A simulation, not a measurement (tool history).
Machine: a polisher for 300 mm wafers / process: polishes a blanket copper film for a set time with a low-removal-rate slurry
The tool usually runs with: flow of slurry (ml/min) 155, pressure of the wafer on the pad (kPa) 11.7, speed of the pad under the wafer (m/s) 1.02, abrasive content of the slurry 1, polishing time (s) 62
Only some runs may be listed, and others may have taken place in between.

run    day  flow of slurry (ml/min)  pressure of the wafer on the pad (kPa)  speed of the pad under the wafer (m/s)  abrasive content of the slurry  polishing time (s)  wafers since the last listed run  wafers polished on this pad  hours since the slurry nozzle was cleaned  hours since the head pressure was calibrated  hours since the slurry blender was calibrated  incoming thickness of the incoming film, nm  film removed (nm)
  1      0                      155                                    11.7                                    1.02                               1                  62                                 0                          274                                       60.7                                         624.7                                          331.8                                        830.1              126.4
  2  0.325                      110                                    11.7                                    1.02                            1.05                  62                                90                          364                                       68.5                                         632.5                                          339.6                                        817.7              118.2
  3  1.538                      155                                    11.7                                    1.02                               1                  62                               337                          702                                       97.6                                         661.6                                          368.7                                        816.1              125.2
  4  1.938                      155                                    11.7                                    1.02                               1                  62                               111                          813                                      107.2                                         671.2                                          378.3                                        823.2              126.6
  5  2.446                      155                                    11.7                                    1.02                               1                  62                               141                          954                                      119.4                                         683.4                                          390.5                                        807.7              124.7
  6  3.029                      185                                    11.7                                    1.02                               1                  62                               162                         1117                                      133.4                                         697.4                                          404.5                                        815.7              128.4
  7  3.438                      155                                    11.7                                    1.22                               1                  62                               113                         1230                                      143.2                                         707.2                                          414.3                                        828.3              151.3
     3.967  -- worn pad replaced by a new one
  8  3.988                      155                                    15.2                                    1.02                               1                  62                               106                            6                                      156.4                                         720.4                                          427.5                                        814.3              157.2
  9  4.438                      125                                    11.7                                    1.02                            0.75                  81                               125                          131                                      167.2                                         731.2                                          438.3                                        826.3                150
     5.129  -- head pressure recalibrated
 10  5.779                      155                                    11.7                                    1.02                               1                  62                               350                          481                                      199.4                                          15.6                                          470.5                                        827.5              125.3

What does the tool deliver on the next run?
     7.171  -- slurry blender recalibrated
     7.471  -- slurry nozzle cleaned
 11  7.792                      155                                    11.7                                    1.02                               1                  62                               525                         1006                                        7.7                                          63.9                                           14.9                                        811.8                  ?

For run 11 the tool returned film removed (nm) 126.7.
If the tool had no hidden condition, the same run with the same run-to-run variation would have returned film removed (nm) 126.7.

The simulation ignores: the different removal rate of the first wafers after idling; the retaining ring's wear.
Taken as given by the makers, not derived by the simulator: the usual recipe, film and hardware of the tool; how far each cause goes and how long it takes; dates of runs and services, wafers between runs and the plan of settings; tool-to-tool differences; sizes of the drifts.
